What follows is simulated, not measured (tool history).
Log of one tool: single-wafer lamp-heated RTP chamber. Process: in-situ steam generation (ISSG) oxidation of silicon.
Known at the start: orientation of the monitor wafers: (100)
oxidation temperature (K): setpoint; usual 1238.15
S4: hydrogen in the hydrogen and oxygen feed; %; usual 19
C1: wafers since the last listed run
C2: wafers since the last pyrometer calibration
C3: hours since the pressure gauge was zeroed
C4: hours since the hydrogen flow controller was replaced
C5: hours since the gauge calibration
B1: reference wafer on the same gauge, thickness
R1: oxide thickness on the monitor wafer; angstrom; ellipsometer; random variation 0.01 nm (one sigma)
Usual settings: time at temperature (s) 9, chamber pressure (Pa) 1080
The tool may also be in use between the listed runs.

Run 1, day 0: usual settings; C1 0; C2 1816; C3 1901.7; C4 1745.6; C5 413.5; B1 2.901. Result: R1 34.21 angstrom.
Run 2, day 2.933: usual settings; C1 894; C2 2711; C3 1972.1; C4 1816; C5 483.9; B1 2.904. Result: R1 34.5 angstrom.
Run 3, day 4.188: usual settings but time at temperature (s) 7; C1 382; C2 3094; C3 2002.2; C4 1846.1; C5 514; B1 2.899. Result: R1 31.43 angstrom.
Run 4, day 6.538: usual settings but S4 17 %; C1 717; C2 3811; C3 2058.6; C4 1902.5; C5 570.4; B1 2.897. Result: R1 33.63 angstrom.
At day 10.804: pyrometer window cleaned and pyrometer calibrated.
Run 5, day 12.071: usual settings but S4 17 %; C1 1586; C2 386; C3 2191.4; C4 2035.3; C5 703.2; B1 2.898. Result: R1 33.36 angstrom.
Run 6, day 13.412: usual settings but S4 17 %; C1 409; C2 795; C3 2223.6; C4 2067.5; C5 735.4; B1 2.9. Result: R1 33.34 angstrom.
Run 7, day 14.917: usual settings; C1 458; C2 1254; C3 2259.7; C4 2103.6; C5 771.5; B1 2.899. Result: R1 34.47 angstrom.
Run 8, day 16.846: usual settings; C1 588; C2 1843; C3 2306; C4 2149.9; C5 817.8; B1 2.9. Result: R1 34.22 angstrom.
Run 9, day 19.962: usual settings; C1 950; C2 2794; C3 2380.8; C4 2224.7; C5 892.6; B1 2.901. Result: R1 34.64 angstrom.
At day 20.604: pressure gauge zeroed.
Run 10, day 21.558: usual settings but S4 14 %; C1 385; C2 3179; C3 22.9; C4 2263; C5 930.9; B1 2.902. Result: R1 32.16 angstrom.
Run 11, day 24.496: usual settings but oxidation temperature (K) 1229.15, S4 17 %; C1 896; C2 4075; C3 93.4; C4 2333.5; C5 1001.4; B1 2.905. Result: R1 33.23 angstrom.
Run 12, day 25.642: usual settings but oxidation temperature (K) 1229.15, S4 17 %; C1 349; C2 4425; C3 120.9; C4 2361; C5 1028.9; B1 2.899. Result: R1 33.3 angstrom.
At day 27.583: pyrometer window cleaned and pyrometer calibrated.
Run 13, day 27.721: usual settings but oxidation temperature (K) 1229.15, S4 17 %; C1 532; C2 42; C3 170.8; C4 2410.9; C5 1078.8; B1 2.899. Result: R1 32.42 angstrom.
Run 14, day 31.346: usual settings but oxidation temperature (K) 1229.15, S4 23 %; C1 1106; C2 1148; C3 257.8; C4 2497.9; C5 1165.8; B1 2.897. Result: R1 35.16 angstrom.
At day 31.592: gauge calibrated.
Run 15, day 34.129: usual settings but oxidation temperature (K) 1254.15, chamber pressure (Pa) 920, S4 11 %; C1 849; C2 1997; C3 324.6; C4 2564.7; C5 60.9; B1 2.897. Result: R1 30.89 angstrom.
Run 16, day 36.762: usual settings but oxidation temperature (K) 1256.15, chamber pressure (Pa) 1227, S4 15 %; C1 803; C2 2800; C3 387.8; C4 2627.9; C5 124.1; B1 2.901. Result: R1 33.7 angstrom.
Run 17, day 38.367: usual settings but oxidation temperature (K) 1223.15, time at temperature (s) 6, chamber pressure (Pa) 1280, S4 12 %; C1 489; C2 3290; C3 426.3; C4 2666.4; C5 162.6; B1 2.902. Result: R1 25.21 angstrom.
Run 18, day 39.408: usual settings; C1 317; C2 3608; C3 451.3; C4 2691.4; C5 187.6; B1 2.899. Result: R1 34.63 angstrom.
At day 41.354: pyrometer window cleaned and pyrometer calibrated.
Run 19, day 42.358: usual settings but oxidation temperature (K) 1223.15, time at temperature (s) 11; C1 798; C2 306; C3 522.1; C4 2762.2; C5 258.4; B1 2.902. Result: R1 35.47 angstrom.
Run 20, day 43.675: usual settings but time at temperature (s) 10, chamber pressure (Pa) 1133, S4 16 %; C1 401; C2 708; C3 553.7; C4 2793.8; C5 290; B1 2.901. Result: R1 34.11 angstrom.
Run 21, day 46.112: usual settings but oxidation temperature (K) 1222.15, time at temperature (s) 10; C1 743; C2 1451; C3 612.2; C4 2852.3; C5 348.5; B1 2.896. Result: R1 34.06 angstrom.
At day 47.35: hydrogen flow controller replaced.
Run 22, day 48.062: usual settings but oxidation temperature (K) 1248.15, time at temperature (s) 12, S4 12 %; C1 493; C2 1945; C3 659; C4 17.1; C5 395.3; B1 2.9. Result: R1 35.18 angstrom.
Run 23, day 50.258: usual settings; C1 669; C2 2615; C3 711.7; C4 69.8; C5 448; B1 2.899. Result: R1 34.47 angstrom.
Run 24, day 52.562: usual settings but oxidation temperature (K) 1245.15, time at temperature (s) 12, chamber pressure (Pa) 1013; C1 703; C2 3318; C3 767; C4 125.1; C5 503.3; B1 2.901. Result: R1 39.37 angstrom.
Run 25, day 55.338: usual settings but oxidation temperature (K) 1244.15, S4 25 %; C1 846; C2 4164; C3 833.6; C4 191.7; C5 569.9; B1 2.904. Result: R1 37.92 angstrom.
Run 26, day 57.158: usual settings; C1 555; C2 4720; C3 877.3; C4 235.4; C5 613.6; B1 2.9. Result: R1 34.96 angstrom.
At day 58.854: pyrometer window cleaned and pyrometer calibrated.
Run 27, day 58.875: usual settings but oxidation temperature (K) 1219.15, time at temperature (s) 7, chamber pressure (Pa) 1200, S4 16 %; C1 422; C2 6; C3 918.5; C4 276.6; C5 654.8; B1 2.897. Result: R1 28.49 angstrom.
Run 28, day 60.367: usual settings but oxidation temperature (K) 1252.15, time at temperature (s) 8, chamber pressure (Pa) 920, S4 11 %; C1 455; C2 461; C3 954.3; C4 312.4; C5 690.6; B1 2.9. Result: R1 29.19 angstrom.

Hidden state at the last listed run before each entry between runs and at the first one after, where it differs:
Between runs 4 and 5: pyrometer window cleaned and pyrometer calibrated (day 10.804)
  true wafer temperature minus pyrometer reading, K: 6.7 -> 1.72
  measured less the result without the state, R1: +0.54 -> +0.14 angstrom
Between runs 9 and 10: pressure gauge zeroed (day 20.604)
  true wafer temperature minus pyrometer reading, K: 5 -> 6.27
  measured less the result without the state, R1: +0.41 -> +0.48 angstrom
Between runs 12 and 13: pyrometer window cleaned and pyrometer calibrated (day 27.583)
  true wafer temperature minus pyrometer reading, K: 10.4 -> 0.138
  measured less the result without the state, R1: +0.78 -> +0.01 angstrom
Between runs 14 and 15: gauge calibrated (day 31.592)
  true wafer temperature minus pyrometer reading, K: 0.701 -> 1.84
  measured less the result without the state, R1: +0.06 -> +0.15 angstrom
Between runs 18 and 19: pyrometer window cleaned and pyrometer calibrated (day 41.354)
  true wafer temperature minus pyrometer reading, K: 5.71 -> 0.597
  measured less the result without the state, R1: +0.48 -> +0.05 angstrom
Between runs 21 and 22: hydrogen flow controller replaced (day 47.35)
  true wafer temperature minus pyrometer reading, K: 1.46 -> 2.35
  measured less the result without the state, R1: +0.11 -> +0.23 angstrom
Between runs 26 and 27: pyrometer window cleaned and pyrometer calibrated (day 58.854)
  true wafer temperature minus pyrometer reading, K: 10.5 -> 1.03
  measured less the result without the state, R1: +0.89 -> +0.05 angstrom

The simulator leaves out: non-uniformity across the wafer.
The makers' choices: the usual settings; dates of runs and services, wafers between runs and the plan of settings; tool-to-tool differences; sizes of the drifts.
